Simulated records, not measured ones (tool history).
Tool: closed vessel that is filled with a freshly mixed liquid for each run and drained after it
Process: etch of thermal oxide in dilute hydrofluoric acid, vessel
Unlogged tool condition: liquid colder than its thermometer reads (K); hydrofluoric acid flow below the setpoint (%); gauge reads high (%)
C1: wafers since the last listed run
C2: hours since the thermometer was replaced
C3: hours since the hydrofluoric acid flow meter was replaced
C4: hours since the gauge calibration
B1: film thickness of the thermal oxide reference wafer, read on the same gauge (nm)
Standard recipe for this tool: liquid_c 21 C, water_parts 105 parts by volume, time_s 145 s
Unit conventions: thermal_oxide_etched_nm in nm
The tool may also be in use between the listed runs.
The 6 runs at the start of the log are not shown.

{"run": 7, "hour": 197.9, "liquid_c": 18.5, "water_parts": 105, "time_s": 145, "C1": 2245, "C2": 470.7, "C3": 521.6, "C4": 1145.6, "B1": 134.9, "thermal_oxide_etched_nm": 4.96}
{"run": 8, "hour": 231.5, "liquid_c": 18.5, "water_parts": 105, "time_s": 145, "C1": 2868, "C2": 504.3, "C3": 555.2, "C4": 1179.2, "B1": 134.93, "thermal_oxide_etched_nm": 5.02}
{"run": 9, "hour": 255.2, "liquid_c": 21, "water_parts": 105, "time_s": 145, "C1": 2023, "C2": 528, "C3": 578.9, "C4": 1202.9, "B1": 134.95, "thermal_oxide_etched_nm": 5.5}
{"run": 10, "hour": 271.5, "liquid_c": 21, "water_parts": 105, "time_s": 145, "C1": 1391, "C2": 544.3, "C3": 595.2, "C4": 1219.2, "B1": 134.97, "thermal_oxide_etched_nm": 5.54}
{"run": 11, "hour": 306.3, "liquid_c": 17, "water_parts": 105, "time_s": 145, "C1": 2970, "C2": 579.1, "C3": 630, "C4": 1254, "B1": 135, "thermal_oxide_etched_nm": 4.7}
{"hour": 309.6, "done": "gauge calibrated"}
{"run": 12, "hour": 341.1, "liquid_c": 21, "water_parts": 130, "time_s": 180, "C1": 2970, "C2": 613.9, "C3": 664.8, "C4": 31.5, "B1": 130.61, "thermal_oxide_etched_nm": 5.23}
{"run": 13, "hour": 360.3, "liquid_c": 19.5, "water_parts": 70, "time_s": 145, "C1": 1639, "C2": 633.1, "C3": 684, "C4": 50.7, "B1": 130.82, "thermal_oxide_etched_nm": 7.95}
{"run": 14, "hour": 387.0, "liquid_c": 24.5, "water_parts": 145, "time_s": 90, "C1": 2279, "C2": 659.8, "C3": 710.7, "C4": 77.4, "B1": 131.13, "thermal_oxide_etched_nm": 2.66}
{"hour": 400.1, "done": "thermometer replaced"}
{"run": 15, "hour": 480.8, "liquid_c": 21, "water_parts": 150, "time_s": 145, "C1": 7922, "C2": 80.7, "C3": 804.5, "C4": 171.2, "B1": 132.03, "thermal_oxide_etched_nm": 3.63}
{"run": 16, "hour": 502.0, "liquid_c": 23.5, "water_parts": 105, "time_s": 145, "C1": 1809, "C2": 101.9, "C3": 825.7, "C4": 192.4, "B1": 132.21, "thermal_oxide_etched_nm": 5.98}

Run 17 has not been measured yet. What should we expect?
{"hour": 529.2, "done": "hydrofluoric acid flow meter replaced"}
{"run": 17, "hour": 531.9, "liquid_c": 25.5, "water_parts": 120, "time_s": 145, "C1": 2467, "C2": 131.8, "C3": 2.7, "C4": 222.3, "B1": "?", "thermal_oxide_etched_nm": "?"}

{"run 17": {"B1": 132.44, "thermal_oxide_etched_nm": 5.6}}
On a tool with no hidden condition, and with the same random variation, this run would have come out at thermal_oxide_etched_nm 5.5 nm.
